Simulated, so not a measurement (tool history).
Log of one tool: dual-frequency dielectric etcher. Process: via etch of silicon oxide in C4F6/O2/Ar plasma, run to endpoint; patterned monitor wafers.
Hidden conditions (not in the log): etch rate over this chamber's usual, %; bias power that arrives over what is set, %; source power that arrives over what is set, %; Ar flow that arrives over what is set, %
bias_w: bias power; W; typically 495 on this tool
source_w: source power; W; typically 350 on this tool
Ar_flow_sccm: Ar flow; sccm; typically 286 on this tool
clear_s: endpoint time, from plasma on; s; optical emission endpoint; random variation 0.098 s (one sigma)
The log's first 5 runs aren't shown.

run,day,bias_w,source_w,Ar_flow_sccm,wafers since the last listed run,hours since the last wet clean,hours since the last bias power generator calibration,hours since the last source power generator calibration,hours since the last Ar flow controller change,hours since the last upper electrode change,"incoming incoming film thickness, nm",clear_s
# day 13.358: wet clean of the chamber
6,15.95,495,350,286,1470,62.2,2006.3,2514.5,2201,5088.3,93.4,21.8
7,17.708,495,400,248,564,104.4,2048.5,2556.7,2243.2,5130.5,91.9,19.9
8,19.283,495,400,248,505,142.2,2086.3,2594.5,2281,5168.3,93.6,20.4
9,21.317,495,400,248,652,191,2135.1,2643.3,2329.8,5217.1,93.7,20.5
10,25.538,495,350,286,1354,292.3,2236.4,2744.6,2431.1,5318.4,94.4,22.2
11,28.017,495,350,286,795,351.8,2295.9,2804.1,2490.6,5377.9,93.3,22.2
12,32.325,495,350,286,1382,455.2,2399.3,2907.5,2594,5481.3,93.2,22.4
# day 36.012: wet clean of the chamber
13,36.596,495,350,286,1049,14,2501.8,3010,2696.5,5583.8,92.5,21.1
14,38.558,571,350,286,629,61.1,2548.9,3057.1,2743.6,5630.9,92.8,20.4
# day 40.988: source power generator calibrated
15,41.392,571,350,286,855,129.1,2616.9,9.7,2811.6,5698.9,93.4,20.7
16,45.308,418,330,255,1256,223.1,2710.9,103.7,2905.6,5792.9,93,23
17,49.317,495,350,286,1286,319.3,2807.1,199.9,3001.8,5889.1,92.4,21.9
18,51.458,603,350,286,687,370.7,2858.5,251.3,3053.2,5940.5,94.3,21
# day 53.312: Ar flow controller replaced
# day 55.279: upper electrode replaced
# day 59.058: wet clean of the chamber
19,59.079,381,350,286,1723,0.5,3041.4,434.2,138.4,91.2,93.2,23.1
20,60.429,495,400,286,433,32.9,3073.8,466.6,170.8,123.6,93.7,20.4
21,62.792,495,310,286,758,89.6,3130.5,523.3,227.5,180.3,93.8,22.6
22,65.238,405,420,333,784,148.3,3189.2,582,286.2,239,92.4,21.8
23,67.292,495,350,357,659,197.6,3238.5,631.3,335.5,288.3,93.8,22.6
24,69.85,456,350,286,820,259,3299.9,692.7,396.9,349.7,93.4,22.3
# day 71.367: bias power generator calibrated
25,73.938,495,350,286,1258,357.1,61.7,790.8,495,447.8,93.6,22.2
26,76.321,405,420,333,764,414.3,118.9,848,552.2,505,93.3,22.7
27,82.288,435,440,324,1914,557.5,262.1,991.2,695.4,648.2,93.3,22.3
# day 84.158: wet clean of the chamber
28,84.179,558,280,229,286,0.5,307.5,1036.6,740.8,693.6,93.4,21.3
29,88.371,372,300,351,1345,101.1,408.1,1137.2,841.4,794.2,92.6,25.2
30,91.842,562,390,249,1113,184.4,491.4,1220.5,924.7,877.5,93.4,19.8

3 options for the next run, each taken on its own from the tool as it stands now. Forecast them:
A,91.858,495,350,286,5,184.8,491.8,1220.9,925.1,877.9,93.3,?
B,91.858,495,300,286,5,184.8,491.8,1220.9,925.1,877.9,93.3,?
C,91.858,382,400,306,5,184.8,491.8,1220.9,925.1,877.9,93.3,?

run,clear_s
A,21.8
B,23
C,22.7
With no hidden state in the tool, these same runs would have given:
run,clear_s
A,21.4
B,22.6
C,22.3
